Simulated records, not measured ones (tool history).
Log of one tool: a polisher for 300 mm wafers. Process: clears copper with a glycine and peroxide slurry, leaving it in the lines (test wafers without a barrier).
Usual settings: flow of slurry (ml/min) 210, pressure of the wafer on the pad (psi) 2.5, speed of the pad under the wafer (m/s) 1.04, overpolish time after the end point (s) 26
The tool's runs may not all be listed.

run,hour,flow of slurry (ml/min),pressure of the wafer on the pad (psi),speed of the pad under the wafer (m/s),overpolish time after the end point (s),wafers since the last listed run,wafers polished on this pad,hours since the slurry nozzle was cleaned,hours since the head pressure was calibrated,"incoming thickness of the incoming film, nm",time until the end point was called (s),dishing of a wide line in a test structure (angstrom)
1,0.0,210,2.5,1.04,26,0,509,564.1,631.1,691.0,110.5,765
# hour 3.4: slurry nozzle cleaned
2,76.7,210,2.5,1.04,26,546,1056,73.3,707.8,682.3,113.6,746
3,118.9,210,2.5,1.04,26,304,1361,115.5,750.0,698.9,114.1,726
# hour 158.9: worn pad replaced by a new one
4,165.1,210,2.5,1.04,26,304,45,161.7,796.2,682.4,110.1,745
5,239.7,165,2.5,1.04,26,538,583,236.3,870.8,698.3,113.2,754
6,315.1,165,2.5,1.04,26,544,1128,311.7,946.2,689.4,120.6,697
7,367.6,165,2.5,1.04,26,379,1507,364.2,998.7,700.5,124.0,691
# hour 374.3: worn pad replaced by a new one
8,422.5,210,2.5,1.04,26,367,348,419.1,1053.6,680.2,109.4,766
9,500.0,210,2.5,1.04,26,559,908,496.6,1131.1,682.4,112.3,742
10,547.7,210,2.5,1.04,26,344,1253,544.3,1178.8,693.8,117.2,722
# hour 592.1: slurry nozzle cleaned
11,597.1,210,1.9,1.04,38,349,1602,5.0,1228.2,689.9,142.9,805
# hour 631.8: worn pad replaced by a new one, of another model than before
12,662.6,210,2.5,1.04,26,444,222,70.5,1293.7,700.5,111.4,751
# hour 713.4: head pressure recalibrated
13,726.5,210,2.5,0.80,26,447,669,134.4,13.1,681.6,141.1,661
14,774.2,235,2.5,1.04,26,344,1014,182.1,60.8,685.6,109.1,757
15,846.5,165,2.1,0.94,26,522,1536,254.4,133.1,691.8,138.9,651
# hour 889.2: worn pad replaced by a new one
16,897.7,180,2.5,1.38,26,340,61,305.6,184.3,687.2,84.1,844
17,947.3,180,1.9,1.22,26,358,419,355.2,233.9,694.8,104.4,749
18,1012.2,240,2.5,0.74,26,468,888,420.1,298.8,694.8,155.2,616
19,1091.0,185,2.5,1.04,26,569,1458,498.9,377.6,688.4,120.1,708
# hour 1137.5: worn pad replaced by a new one
20,1138.0,210,2.5,1.04,26,310,3,545.9,424.6,696.5,109.2,753
21,1185.9,210,2.5,0.86,36,346,349,593.8,472.5,688.2,132.2,841

Some steps in time until the end point was called (s) between neighbouring runs. How much of each would the tool show without its hidden state too (settings, what came in, random variation), and how much is left for the hidden state, with any gauge scatter that isn't in both results?
The hidden state here: removal rate lost through wear of the pad, %; slurry flow missing at the pad, %; deviation of the head's pressure from its setpoint, %.
Run 11 -> 12: pressure of the wafer on the pad (psi) 1.9 -> 2.5, overpolish time after the end point (s) 38 -> 26, worn pad replaced by a new one, of another model than before. time until the end point was called (s) -31.5: hidden state -14.0, all else -17.5.
Run 15 -> 16: flow of slurry (ml/min) 165 -> 180, pressure of the wafer on the pad (psi) 2.1 -> 2.5, speed of the pad under the wafer (m/s) 0.94 -> 1.38, worn pad replaced by a new one. time until the end point was called (s) -54.8: hidden state -10.6, all else -44.2.
Run 17 -> 18: flow of slurry (ml/min) 180 -> 240, pressure of the wafer on the pad (psi) 1.9 -> 2.5, speed of the pad under the wafer (m/s) 1.22 -> 0.74. time until the end point was called (s) +50.8: hidden state +4.9, all else +45.9.
Run 19 -> 20: flow of slurry (ml/min) 185 -> 210, worn pad replaced by a new one. time until the end point was called (s) -10.9: hidden state -11.6, all else +0.7.

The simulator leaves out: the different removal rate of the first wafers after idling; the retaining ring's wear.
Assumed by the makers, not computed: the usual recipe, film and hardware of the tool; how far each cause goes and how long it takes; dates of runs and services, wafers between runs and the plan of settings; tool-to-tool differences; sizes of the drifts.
